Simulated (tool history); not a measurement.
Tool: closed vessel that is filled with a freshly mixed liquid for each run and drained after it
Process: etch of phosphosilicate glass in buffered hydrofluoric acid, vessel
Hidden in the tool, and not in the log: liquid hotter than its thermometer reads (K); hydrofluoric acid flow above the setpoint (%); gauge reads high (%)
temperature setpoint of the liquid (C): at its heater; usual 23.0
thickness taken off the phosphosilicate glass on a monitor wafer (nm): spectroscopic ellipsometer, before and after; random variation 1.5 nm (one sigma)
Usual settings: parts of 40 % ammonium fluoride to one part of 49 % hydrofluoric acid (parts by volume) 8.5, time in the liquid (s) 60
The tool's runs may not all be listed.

| run | hour | temperature setpoint of the liquid (C) | parts of 40 % ammonium fluoride to one part of 49 % hydrofluoric acid (parts by volume) | time in the liquid (s) | wafers since the last listed run | hours since the thermometer was replaced | hours since the hydrofluoric acid flow meter was replaced | hours since the gauge calibration | read-back film thickness of the phosphosilicate glass reference wafer, read on the same gauge (nm) | thickness taken off the phosphosilicate glass on a monitor wafer (nm) |
|---|---|---|---|---|---|---|---|---|---|---|
| 1 | 0.0 | 23.0 | 8.5 | 60 | 0 | 2176.7 | 101.8 | 1175.5 | 50.01 | 190.66 |
| 2 | 42.8 | 23.0 | 8.5 | 60 | 4419 | 2219.5 | 144.6 | 1218.3 | 50.00 | 195.73 |
| 3 | 57.9 | 23.0 | 8.5 | 60 | 1559 | 2234.6 | 159.7 | 1233.4 | 50.01 | 193.09 |
| 4 | 91.5 | 23.0 | 8.5 | 60 | 3469 | 2268.2 | 193.3 | 1267.0 | 50.01 | 193.38 |
| 5 | 124.0 | 19.5 | 8.5 | 60 | 3355 | 2300.7 | 225.8 | 1299.5 | 50.00 | 160.80 |
| 6 | 140.7 | 19.5 | 8.5 | 60 | 1724 | 2317.4 | 242.5 | 1316.2 | 49.98 | 159.39 |
|  | 152.3 | gauge calibrated |
| 7 | 161.0 | 19.5 | 8.5 | 60 | 2096 | 2337.7 | 262.8 | 8.7 | 50.00 | 159.45 |
|  | 175.4 | thermometer replaced |
| 8 | 196.5 | 20.5 | 8.5 | 60 | 3562 | 21.1 | 298.3 | 44.2 | 50.01 | 167.47 |
| 9 | 217.4 | 20.5 | 8.5 | 60 | 2158 | 42.0 | 319.2 | 65.1 | 50.00 | 168.26 |
| 10 | 239.9 | 20.5 | 8.5 | 60 | 2323 | 64.5 | 341.7 | 87.6 | 50.00 | 169.46 |
| 11 | 275.6 | 23.0 | 11.0 | 45 | 3686 | 100.2 | 377.4 | 123.3 | 49.99 | 114.34 |
| 12 | 303.0 | 21.5 | 10.5 | 85 | 2829 | 127.6 | 404.8 | 150.7 | 49.99 | 212.48 |
| 13 | 322.5 | 25.0 | 8.5 | 60 | 2013 | 147.1 | 424.3 | 170.2 | 50.01 | 215.74 |
| 14 | 339.4 | 19.0 | 8.5 | 80 | 1745 | 164.0 | 441.2 | 187.1 | 50.00 | 204.97 |
| 15 | 368.6 | 23.0 | 8.5 | 60 | 3015 | 193.2 | 470.4 | 216.3 | 50.00 | 193.43 |
| 16 | 394.1 | 24.5 | 12.0 | 75 | 2633 | 218.7 | 495.9 | 241.8 | 50.02 | 193.54 |
| 17 | 406.4 | 23.0 | 5.5 | 60 | 1270 | 231.0 | 508.2 | 254.1 | 49.99 | 292.33 |
| 18 | 442.0 | 23.0 | 11.5 | 60 | 3676 | 266.6 | 543.8 | 289.7 | 49.99 | 148.18 |

The next listed run, before its measurement:
| 19 | 471.6 | 23.0 | 5.5 | 30 | 3056 | 296.2 | 573.4 | 319.3 | ? | ? |

read-back film thickness of the phosphosilicate glass reference wafer, read on the same gauge (nm): 50.00
thickness taken off the phosphosilicate glass on a monitor wafer (nm): 147.45
Without the tool's hidden state the same run would have given thickness taken off the phosphosilicate glass on a monitor wafer (nm) 147.45.

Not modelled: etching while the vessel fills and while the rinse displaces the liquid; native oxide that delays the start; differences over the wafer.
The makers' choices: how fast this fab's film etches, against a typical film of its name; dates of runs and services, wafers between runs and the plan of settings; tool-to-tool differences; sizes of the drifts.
